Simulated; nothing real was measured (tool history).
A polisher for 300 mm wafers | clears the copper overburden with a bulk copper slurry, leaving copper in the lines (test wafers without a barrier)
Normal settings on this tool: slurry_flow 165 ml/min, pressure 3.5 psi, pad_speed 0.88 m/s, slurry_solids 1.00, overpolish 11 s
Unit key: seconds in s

run	hour	slurry_flow	pressure	pad_speed	slurry_solids	overpolish	wafers since the last listed run	wafers polished on this pad	hours since the slurry nozzle was cleaned	hours since the head pressure was calibrated	hours since the slurry blender was calibrated	incoming thickness of the incoming film, nm	seconds
1	0.0	165	3.0	0.88	1.00	11	0	499	35.6	892.6	153.1	1454.8	166.8
2	19.3	165	3.5	0.88	1.00	11	146	645	54.9	911.9	172.4	1470.7	150.5
3	51.2	165	3.5	0.88	1.00	11	241	886	86.8	943.8	204.3	1469.7	161.7
# hour 58.4: worn pad replaced by a new one
4	86.8	165	3.5	0.88	1.00	11	239	215	122.4	979.4	239.9	1479.1	146.4
5	106.0	165	3.5	0.88	1.00	13	145	360	141.6	998.6	259.1	1437.8	144.5
6	124.6	165	3.5	0.88	1.00	13	140	501	160.2	1017.2	277.7	1460.5	149.2
7	144.5	165	3.5	0.88	1.00	13	150	651	180.1	1037.1	297.6	1461.4	157.4
# hour 154.3: head pressure recalibrated
8	169.5	165	3.5	0.88	1.20	11	174	826	205.1	15.2	322.6	1445.5	157.9
# hour 185.1: worn pad replaced by a new one
9	185.6	165	3.5	0.88	1.20	11	91	3	221.2	31.3	338.7	1470.4	148.4
# hour 199.0: slurry nozzle cleaned
# hour 204.2: slurry blender recalibrated
10	213.1	165	3.5	0.88	1.20	11	185	188	14.1	58.8	8.9	1449.5	132.5
11	243.6	165	3.5	0.88	1.00	11	230	419	44.6	89.3	39.4	1467.9	142.6
12	269.3	165	3.5	0.88	0.80	11	194	614	70.3	115.0	65.1	1461.2	151.1
# hour 299.4: worn pad replaced by a new one
13	303.5	165	3.5	0.88	0.75	11	228	30	104.5	149.2	99.3	1450.3	144.2
14	322.9	165	3.5	0.88	1.00	11	146	177	123.9	168.6	118.7	1475.2	144.9
15	355.1	165	3.2	0.88	0.75	11	243	421	156.1	200.8	150.9	1449.6	170.1
16	387.4	125	4.4	0.78	0.80	11	244	666	188.4	233.1	183.2	1475.2	157.4
# hour 428.4: worn pad replaced by a new one
17	429.0	165	3.0	0.88	1.00	11	284	4	230.0	274.7	224.8	1444.0	181.2
18	444.2	165	4.3	0.88	1.20	11	115	119	245.2	289.9	240.0	1465.3	127.4
# hour 456.8: slurry nozzle cleaned
19	465.2	165	3.5	0.88	1.00	11	151	270	8.4	310.9	261.0	1443.5	141.8
20	489.4	190	3.5	0.88	1.00	6	183	453	32.6	335.1	285.2	1471.2	142.9

State the hidden condition of the tool at each of the runs:
deviation of the head's pressure from its setpoint, %: 0 at every run
abrasive missing from the slurry, %: 0 at every run
H1: removal rate lost through wear of the pad, %
H2: slurry flow missing at the pad, %
run	H1	H2
1	5.04	3.1
2	7.73	4.33
3	13.6	7.53
4	1.98	12.8
5	3.31	16.4
6	5.23	20.3
7	7.98	25.1
8	12.5	31.9
9	0.178	36.8
10	0.888	4.4
11	3.28	5.67
12	6.61	7.76
13	0.771	12
14	1.26	15.1
15	3.57	21.5
16	7.79	29.4
17	1.72	41.7
18	1.95	46.8
19	2.95	4.31
20	5.1	5.02
